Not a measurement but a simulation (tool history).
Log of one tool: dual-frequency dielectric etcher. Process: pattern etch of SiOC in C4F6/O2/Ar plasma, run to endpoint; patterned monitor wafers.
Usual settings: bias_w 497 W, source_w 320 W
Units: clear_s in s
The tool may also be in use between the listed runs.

run	hour	bias_w	source_w	incoming incoming film thickness, nm	clear_s
1	0	440	340	34.75	13.2
2	55.5	440	340	34.96	13.3
# hour 146.7: wet clean of the chamber
3	147.2	497	320	35.16	13.1
4	150	497	320	35.43	13.3
5	188.6	497	320	34.96	13.1
6	258.6	497	320	35.1	13.2
7	291.4	497	320	35.62	13.4
8	317.5	497	320	35.45	13.3
# hour 369.8: upper electrode replaced, of another model than before
9	370.3	497	320	35.18	13.3
10	376.7	497	320	35.25	13.3
11	414	497	320	35.24	13.4
12	451.5	497	320	35.23	13.3
13	511.3	497	320	35.29	13.4
# hour 560.4: wet clean of the chamber
14	571.3	394	370	35.53	14.4
15	634.1	497	400	34.96	11.6
# hour 656.4: bias power generator calibrated
16	692.4	564	370	35.51	11.3
17	738	497	360	35.09	12.4
18	768	557	280	35.54	13.7
19	819	589	260	35.15	13.9
20	847.8	580	390	35.31	10.8
21	910.3	497	320	35.23	13.4
# hour 954.8: wet clean of the chamber
22	964.3	497	320	35.04	13.3
23	1017.2	497	320	35.05	13.4
24	1043.2	497	320	34.73	13.3
25	1156.2	497	320	34.96	13.4
# hour 1207.5: source power generator calibrated
26	1216.9	497	320	35.16	13
27	1286.5	425	320	35.36	14.5

Forecast run 28:
28	1325.9	426	340	35.23	?

{"run 28": {"clear_s": 13.9}}
Without the tool's hidden state the same run would have given clear_s 13.9 s.

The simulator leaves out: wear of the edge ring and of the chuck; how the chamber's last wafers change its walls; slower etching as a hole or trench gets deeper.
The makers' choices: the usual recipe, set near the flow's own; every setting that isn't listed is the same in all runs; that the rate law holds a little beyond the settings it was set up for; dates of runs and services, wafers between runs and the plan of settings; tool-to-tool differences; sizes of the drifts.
